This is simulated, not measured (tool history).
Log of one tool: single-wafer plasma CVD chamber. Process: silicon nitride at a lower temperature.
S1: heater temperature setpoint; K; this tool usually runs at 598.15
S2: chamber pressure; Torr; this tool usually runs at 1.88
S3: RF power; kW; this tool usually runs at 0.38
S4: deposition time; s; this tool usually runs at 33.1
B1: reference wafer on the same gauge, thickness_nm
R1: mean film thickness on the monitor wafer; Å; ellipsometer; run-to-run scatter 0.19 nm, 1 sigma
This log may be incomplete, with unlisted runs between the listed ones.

run,hour,S1,S2,S3,S4,B1,R1
1,0,594.15,1.76,0.38,33.1,54.428,469.01
2,36.2,594.15,1.76,0.38,33.1,54.361,470.26
3,75.5,598.15,1.88,0.415,37.8,54.389,565.13
4,135.7,598.15,1.88,0.415,37.8,54.419,564.19
# hour 163.8: thermocouple changed; heater temperature recalibrated
5,216.4,598.15,1.88,0.415,37.8,54.355,567.25
6,255.3,598.15,1.88,0.38,33.1,54.43,480.59
7,312,598.15,1.88,0.38,33.1,54.439,479.11
8,355.9,606.15,1.68,0.38,33.1,54.333,463.83
9,394.5,589.15,1.61,0.38,33.1,54.379,463.76
10,465.4,598.15,1.88,0.38,33.1,54.379,484.18
11,567.6,613.15,1.88,0.38,27.3,54.383,394.35
12,604.6,598.15,1.88,0.38,27.8,54.359,406.08
# hour 625.5: capacitance manometer re-zeroed and calibrated
13,710.4,598.15,2.02,0.43,30.7,54.44,467.2
# hour 725.7: gauge calibrated
14,749.8,609.15,1.88,0.38,39.5,54.351,558.22
# hour 784.3: showerhead replaced
15,853.4,598.15,1.88,0.38,33.1,54.493,475.94
16,932.6,589.15,2.1,0.38,30,54.414,445.37
17,1038.4,608.15,2.08,0.38,37.9,54.513,554.52
18,1093.6,587.15,1.88,0.42,33.1,54.322,493.84
19,1131.6,598.15,1.88,0.38,33.1,54.294,475.93
20,1170.8,598.15,1.88,0.38,36.6,54.372,527.05
# hour 1239.8: RF generator calibrated
21,1262.8,598.15,1.52,0.38,33.1,54.309,447.23
22,1316.9,598.15,1.88,0.38,33.1,54.397,471.4
23,1365,598.15,1.46,0.305,33.1,54.394,407.32
24,1450.7,592.15,1.48,0.425,38.9,54.355,552.4
25,1492.9,598.15,1.88,0.38,33.1,54.413,476.23
26,1580.6,598.15,1.88,0.38,27.7,54.352,403.03
27,1637.2,598.15,1.88,0.38,33.1,54.356,481.09
28,1702.5,609.15,1.88,0.38,28.4,54.432,408.71
# hour 1725.6: capacitance manometer re-zeroed and calibrated
29,1752.7,598.15,1.88,0.38,33.1,54.401,473.13

Below are 3 alternative next runs, each starting from the tool's condition after run 29. Predict each:
A,1753.1,598.15,1.88,0.38,33.1,?,?
B,1753.1,610.15,1.88,0.38,33.1,?,?
C,1753.1,598.15,1.88,0.38,36.7,?,?

run,B1,R1
A,54.411,472.75
B,54.411,470.46
C,54.411,524.05
Stripped of hidden state, with their random variation kept, the same runs would have yielded:
run,R1
A,472.96
B,470.66
C,524.28

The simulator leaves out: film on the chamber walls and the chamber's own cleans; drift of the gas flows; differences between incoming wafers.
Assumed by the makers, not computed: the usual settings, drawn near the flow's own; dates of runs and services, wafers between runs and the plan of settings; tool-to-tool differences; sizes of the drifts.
